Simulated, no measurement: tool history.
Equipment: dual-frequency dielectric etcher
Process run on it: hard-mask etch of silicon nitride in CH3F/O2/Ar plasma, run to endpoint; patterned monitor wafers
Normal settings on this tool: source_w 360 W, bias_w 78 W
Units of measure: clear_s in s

run     day  source_w  bias_w  wafers since the last listed run  hours since the last wet clean  hours since the last source power generator calibration  hours since the last bias power generator calibration  hours since the last upper electrode change  incoming incoming film thickness, nm  clear_s
  1       0       360      78                                 0                            15.2                                                   4023.8                                                 2477.8                                       2235.9                                  50.6       68
  2   3.046       360      78                               559                            88.3                                                   4096.9                                                 2550.9                                         2309                                  50.9     69.4
  3   6.679       360      78                               667                           175.5                                                   4184.1                                                 2638.1                                       2396.2                                    51     69.1
  4   8.862       360      78                               401                           227.9                                                   4236.5                                                 2690.5                                       2448.6                                  50.1     68.7
  5  12.567       340      85                               680                           316.8                                                   4325.4                                                 2779.4                                       2537.5                                  50.3     68.6
  6   16.05       360      78                               640                           400.4                                                     4409                                                   2863                                       2621.1                                  50.4     70.8
     17.288  -- wet clean of the chamber
     19.396  -- source power generator calibrated
  7  23.362       360      78                              1129                           145.8                                                     95.2                                                 3038.5                                       2796.6                                    51       69
  8  27.379       360      78                               738                           242.2                                                    191.6                                                 3134.9                                         2893                                  50.6     69.3
  9  29.433       360      78                               377                           291.5                                                    240.9                                                 3184.2                                       2942.3                                  50.6     69.4
 10  33.229       360      78                               697                           382.6                                                      332                                                 3275.3                                       3033.4                                  50.6       70
     34.504  -- wet clean of the chamber
 11  36.012       390      78                               327                            36.2                                                    398.8                                                 3342.1                                       3100.2                                  50.7     65.5
 12  38.975       400      78                               544                           107.3                                                    469.9                                                 3413.2                                       3171.3                                  50.9     64.7
     39.838  -- bias power generator calibrated
 13  41.012       320      97                               343                           156.2                                                    518.8                                                   28.2                                       3220.2                                  50.8     65.7
 14  42.588       320      96                               289                             194                                                    556.6                                                     66                                         3258                                  51.1     66.9
 15  45.883       320      96                               605                           273.1                                                    635.7                                                  145.1                                       3337.1                                  50.8     67.5
     47.358  -- upper electrode replaced
 16  48.654       340      72                               325                           339.6                                                    702.2                                                  211.6                                         31.1                                  50.6     74.1
      51.55  -- wet clean of the chamber
 17  52.417       330      78                               507                            20.8                                                    792.5                                                  301.9                                        121.4                                  50.8     70.8
 18  55.117       320      96                               496                            85.6                                                    857.3                                                  366.7                                        186.2                                    51     65.9
 19  57.112       420      63                               366                           133.5                                                    905.2                                                  414.6                                        234.1                                  50.7     69.6
 20  59.829       270      95                               499                           198.7                                                    970.4                                                  479.8                                        299.3                                  50.9     72.7

5 options for the next run, each taken on its own from the tool as it stands now. Forecast them:
  A  59.846       360      72                                 3                           199.1                                                    970.8                                                  480.2                                        299.7                                  50.9        ?
  B  59.846       360      60                                 3                           199.1                                                    970.8                                                  480.2                                        299.7                                  50.9        ?
  C  59.846       310      91                                 3                           199.1                                                    970.8                                                  480.2                                        299.7                                  50.9        ?
  D  59.846       320      91                                 3                           199.1                                                    970.8                                                  480.2                                        299.7                                  50.9        ?
  E  59.846       410      59                                 3                           199.1                                                    970.8                                                  480.2                                        299.7                                  50.9        ?

run  clear_s
  A     71.3
  B     77.3
  C     69.1
  D       68
  E     73.1
With the hidden condition removed and each run's random variation left untouched, the same runs would have given:
run  clear_s
  A     69.8
  B     75.7
  C     67.6
  D     66.6
  E     71.6

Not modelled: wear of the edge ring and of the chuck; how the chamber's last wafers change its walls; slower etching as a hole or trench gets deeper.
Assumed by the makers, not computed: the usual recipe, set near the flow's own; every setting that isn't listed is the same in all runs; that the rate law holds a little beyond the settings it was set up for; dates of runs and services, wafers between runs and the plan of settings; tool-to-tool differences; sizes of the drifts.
